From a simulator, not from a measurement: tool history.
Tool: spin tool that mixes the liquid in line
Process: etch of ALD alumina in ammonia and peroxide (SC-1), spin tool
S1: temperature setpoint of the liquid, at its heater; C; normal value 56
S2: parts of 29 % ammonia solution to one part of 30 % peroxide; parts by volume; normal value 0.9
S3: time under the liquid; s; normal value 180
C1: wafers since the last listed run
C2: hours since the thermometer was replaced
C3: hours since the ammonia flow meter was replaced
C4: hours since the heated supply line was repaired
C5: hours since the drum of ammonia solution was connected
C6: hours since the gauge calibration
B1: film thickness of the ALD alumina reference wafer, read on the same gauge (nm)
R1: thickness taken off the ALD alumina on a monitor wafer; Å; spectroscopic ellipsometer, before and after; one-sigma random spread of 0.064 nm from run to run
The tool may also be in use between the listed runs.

run   hour    S1    S2   S3   C1     C2      C3      C4     C5     C6     B1     R1
  1      0    56   0.9  180    0   24.5  2225.9  3448.9   13.4    292  29.96    132
  2   10.8    56   0.9  180   64   35.3  2236.7  3459.7   24.2  302.8     30    131
  3   26.5    56   0.9  160   93     51  2252.4  3475.4   39.9  318.5  30.01  117.4
  4   44.5    56   0.9  115  107     69  2270.4  3493.4   57.9  336.5  30.04     84
  5   56.5    56   0.9  115   71     81  2282.4  3505.4   69.9  348.5  29.99   84.3
      59.9  -- heated supply line repaired
  6   68.9    56   0.9  115   67   93.4  2294.8       9   82.3  360.9  29.98   84.2
      75.7  -- gauge calibrated
      79.4  -- ammonia flow meter replaced
  7   82.8    62   0.9   85   76  107.3     3.4    22.9   96.2    7.1  30.03   84.3
  8   93.5    56   0.9  180   63    118    14.1    33.6  106.9   17.8  30.02  130.5
  9    104    48   0.9  180   62  128.5    24.6    44.1  117.4   28.3  29.98   84.9
 10  120.1  62.5  0.55  210   95  144.6    40.7    60.2  133.5   44.4  29.99  202.8
 11  133.3  51.5  1.15  125   78  157.8    53.9    73.4  146.7   57.6  30.06   72.7
 12  148.9    60   0.9  230   92  173.4    69.5      89  162.3   73.2  30.01  206.2
 13  164.9    56   0.9  180   95  189.4    85.5     105  178.3   89.2  29.96  130.9
 14  177.5    56   0.9  180   74    202    98.1   117.6  190.9  101.8  29.97  130.7
 15  193.6    63  0.75  240   95  218.1   114.2   133.7    207  117.9  29.96  243.6
 16  204.4  62.5   0.9  180   64  228.9     125   144.5  217.8  128.7     30  181.7
 17  212.3    56   0.9  180   46  236.8   132.9   152.4  225.7  136.6     30  129.9
 18  241.4  46.5   0.9  180  173  265.9     162   181.5  254.8  165.7     30   77.4
 19  247.6  63.5   1.2  105   36  272.1   168.2   187.7    261  171.9  29.99  115.2
 20  256.8  50.5  1.15  255   54  281.3   177.4   196.9  270.2  181.1  30.06  140.7
 21  265.3    56   0.9  265   50  289.8   185.9   205.4  278.7  189.6  29.96  190.4
 22  273.3  62.5   0.6  135   47  297.8   193.9   213.4  286.7  197.6  30.01  131.7
 23  280.4    56  1.05  135   42  304.9     201   220.5  293.8  204.7     30   98.6
 24  296.4  62.5   0.9  180   95  320.9     217   236.5  309.8  220.7  29.99    181
 25  310.6    56   0.5  260   84  335.1   231.2   250.7    324  234.9  30.02  175.8

What would each run have given without the hidden state, its run-to-run variation left as it was?
Hidden conditions of the tool in this case: liquid colder than its thermometer reads (K); ammonia flow below the setpoint (%); temperature lost on the way to the wafer (K); ammonia solution weaker than its label (%); gauge reads high (%).
run     R1
  1  133.4
  2  132.5
  3  118.8
  4   85.1
  5   85.4
  6   85.4
  7   85.5
  8  132.5
  9   86.3
 10  206.1
 11     74
 12  209.9
 13  133.5
 14  133.3
 15  248.6
 16  185.5
 17  132.8
 18   79.4
 19  117.9
 20  144.4
 21  195.2
 22    135
 23  101.2
 24  185.7
 25  180.7
